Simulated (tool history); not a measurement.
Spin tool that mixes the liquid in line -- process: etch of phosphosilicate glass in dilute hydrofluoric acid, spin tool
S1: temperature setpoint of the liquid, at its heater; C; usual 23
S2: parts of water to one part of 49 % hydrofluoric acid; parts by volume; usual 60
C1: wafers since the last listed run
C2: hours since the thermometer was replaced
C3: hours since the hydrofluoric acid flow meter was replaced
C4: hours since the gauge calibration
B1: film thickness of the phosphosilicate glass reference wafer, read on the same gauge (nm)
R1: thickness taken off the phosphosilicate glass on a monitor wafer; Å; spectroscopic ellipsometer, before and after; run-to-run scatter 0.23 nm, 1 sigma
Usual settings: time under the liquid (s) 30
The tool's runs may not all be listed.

{"run": 1, "hour": 0.0, "S1": 23, "S2": 50, "time under the liquid (s)": 40, "C1": 0, "C2": 1302.9, "C3": 1845.9, "C4": 351.1, "B1": 59.97, "R1": 973.4}
{"run": 2, "hour": 16.3, "S1": 23, "S2": 50, "time under the liquid (s)": 40, "C1": 222, "C2": 1319.2, "C3": 1862.2, "C4": 367.4, "B1": 60.02, "R1": 969.9}
{"run": 3, "hour": 33.1, "S1": 23, "S2": 60, "time under the liquid (s)": 30, "C1": 228, "C2": 1336, "C3": 1879, "C4": 384.2, "B1": 59.97, "R1": 600.7}
{"run": 4, "hour": 41.2, "S1": 23, "S2": 60, "time under the liquid (s)": 30, "C1": 110, "C2": 1344.1, "C3": 1887.1, "C4": 392.3, "B1": 59.99, "R1": 600.7}
{"run": 5, "hour": 51.9, "S1": 23, "S2": 60, "time under the liquid (s)": 20, "C1": 145, "C2": 1354.8, "C3": 1897.8, "C4": 403, "B1": 59.97, "R1": 401.3}
{"run": 6, "hour": 65.8, "S1": 23, "S2": 60, "time under the liquid (s)": 20, "C1": 189, "C2": 1368.7, "C3": 1911.7, "C4": 416.9, "B1": 60.01, "R1": 401.3}
{"run": 7, "hour": 76.0, "S1": 25, "S2": 80, "time under the liquid (s)": 30, "C1": 138, "C2": 1378.9, "C3": 1921.9, "C4": 427.1, "B1": 59.96, "R1": 473.8}
{"run": 8, "hour": 84.7, "S1": 23, "S2": 60, "time under the liquid (s)": 30, "C1": 118, "C2": 1387.6, "C3": 1930.6, "C4": 435.8, "B1": 60.01, "R1": 597.7}
{"run": 9, "hour": 99.8, "S1": 23, "S2": 70, "time under the liquid (s)": 45, "C1": 205, "C2": 1402.7, "C3": 1945.7, "C4": 450.9, "B1": 60.02, "R1": 757.6}
{"run": 10, "hour": 107.4, "S1": 21.5, "S2": 60, "time under the liquid (s)": 30, "C1": 103, "C2": 1410.3, "C3": 1953.3, "C4": 458.5, "B1": 59.94, "R1": 561.9}
{"run": 11, "hour": 118.4, "S1": 23, "S2": 50, "time under the liquid (s)": 30, "C1": 149, "C2": 1421.3, "C3": 1964.3, "C4": 469.5, "B1": 60.05, "R1": 724.5}
{"run": 12, "hour": 137.5, "S1": 23, "S2": 60, "time under the liquid (s)": 30, "C1": 260, "C2": 1440.4, "C3": 1983.4, "C4": 488.6, "B1": 60.01, "R1": 600.3}
{"run": 13, "hour": 148.2, "S1": 26.5, "S2": 80, "time under the liquid (s)": 50, "C1": 145, "C2": 1451.1, "C3": 1994.1, "C4": 499.3, "B1": 59.98, "R1": 836.3}
{"run": 14, "hour": 161.7, "S1": 23, "S2": 75, "time under the liquid (s)": 30, "C1": 183, "C2": 1464.6, "C3": 2007.6, "C4": 512.8, "B1": 59.99, "R1": 467.4}
{"run": 15, "hour": 168.9, "S1": 19.5, "S2": 80, "time under the liquid (s)": 15, "C1": 98, "C2": 1471.8, "C3": 2014.8, "C4": 520, "B1": 59.99, "R1": 189}
{"hour": 184.7, "done": "hydrofluoric acid flow meter replaced"}
{"run": 16, "hour": 185.2, "S1": 21.5, "S2": 85, "time under the liquid (s)": 20, "C1": 208, "C2": 1488.1, "C3": 0.5, "C4": 536.3, "B1": 60.05, "R1": 258}
{"run": 17, "hour": 192.4, "S1": 18.5, "S2": 30, "time under the liquid (s)": 25, "C1": 98, "C2": 1495.3, "C3": 7.7, "C4": 543.5, "B1": 59.98, "R1": 846.3}
{"run": 18, "hour": 198.7, "S1": 23, "S2": 35, "time under the liquid (s)": 30, "C1": 85, "C2": 1501.6, "C3": 14, "C4": 549.8, "B1": 60, "R1": 1051.8}
{"run": 19, "hour": 216.2, "S1": 19, "S2": 60, "time under the liquid (s)": 45, "C1": 238, "C2": 1519.1, "C3": 31.5, "C4": 567.3, "B1": 60.01, "R1": 748.7}
{"hour": 226.8, "done": "gauge calibrated"}
{"run": 20, "hour": 229.1, "S1": 23, "S2": 60, "time under the liquid (s)": 30, "C1": 175, "C2": 1532, "C3": 44.4, "C4": 2.3, "B1": 60.01, "R1": 600.3}
{"hour": 233.9, "done": "thermometer replaced"}
{"run": 21, "hour": 242.8, "S1": 24.5, "S2": 70, "time under the liquid (s)": 35, "C1": 172, "C2": 8.9, "C3": 58.1, "C4": 16, "B1": 60.01, "R1": 645.1}
{"run": 22, "hour": 252.3, "S1": 23, "S2": 60, "time under the liquid (s)": 30, "C1": 129, "C2": 18.4, "C3": 67.6, "C4": 25.5, "B1": 60.02, "R1": 616.8}
{"run": 23, "hour": 265.4, "S1": 23, "S2": 60, "time under the liquid (s)": 30, "C1": 178, "C2": 31.5, "C3": 80.7, "C4": 38.6, "B1": 59.97, "R1": 615.5}
{"run": 24, "hour": 277.5, "S1": 18.5, "S2": 40, "time under the liquid (s)": 15, "C1": 164, "C2": 43.6, "C3": 92.8, "C4": 50.7, "B1": 59.98, "R1": 389.7}
{"run": 25, "hour": 285.0, "S1": 26.5, "S2": 80, "time under the liquid (s)": 40, "C1": 102, "C2": 51.1, "C3": 100.3, "C4": 58.2, "B1": 59.97, "R1": 685.9}
{"run": 26, "hour": 296.9, "S1": 20, "S2": 50, "time under the liquid (s)": 15, "C1": 162, "C2": 63, "C3": 112.2, "C4": 70.1, "B1": 59.98, "R1": 330.4}
{"run": 27, "hour": 303.0, "S1": 23, "S2": 60, "time under the liquid (s)": 35, "C1": 83, "C2": 69.1, "C3": 118.3, "C4": 76.2, "B1": 60.03, "R1": 717.9}
{"run": 28, "hour": 313.0, "S1": 23, "S2": 60, "time under the liquid (s)": 30, "C1": 136, "C2": 79.1, "C3": 128.3, "C4": 86.2, "B1": 59.98, "R1": 618.4}
{"run": 29, "hour": 322.4, "S1": 23, "S2": 50, "time under the liquid (s)": 25, "C1": 128, "C2": 88.5, "C3": 137.7, "C4": 95.6, "B1": 60.01, "R1": 626}
{"run": 30, "hour": 331.6, "S1": 19, "S2": 60, "time under the liquid (s)": 45, "C1": 125, "C2": 97.7, "C3": 146.9, "C4": 104.8, "B1": 60, "R1": 780.3}
{"run": 31, "hour": 347.8, "S1": 24.5, "S2": 90, "time under the liquid (s)": 15, "C1": 220, "C2": 113.9, "C3": 163.1, "C4": 121, "B1": 59.98, "R1": 209.6}
{"run": 32, "hour": 364.3, "S1": 23, "S2": 60, "time under the liquid (s)": 30, "C1": 224, "C2": 130.4, "C3": 179.6, "C4": 137.5, "B1": 60, "R1": 614.1}
{"run": 33, "hour": 380.2, "S1": 27, "S2": 45, "time under the liquid (s)": 45, "C1": 216, "C2": 146.3, "C3": 195.5, "C4": 153.4, "B1": 59.98, "R1": 1478.6}

How the hidden state differs across the entries between the runs, from the last listed run before each to the first after it:
Between runs 15 and 16: hydrofluoric acid flow meter replaced (hour 184.7)
  liquid colder than its thermometer reads (K): 1.04 -> 1.05
  measured minus no-state result, R1: -8.4 -> -11.4 Å
Between runs 19 and 20: gauge calibrated (hour 226.8)
  both runs share identical hidden conditions
  measured minus no-state result, R1: -35.3 -> -27.4 Å
Between runs 20 and 21: thermometer replaced (hour 233.9)
  liquid colder than its thermometer reads (K): 1.08 -> 0.282
  measured minus no-state result, R1: -27.4 -> -7.4 Å
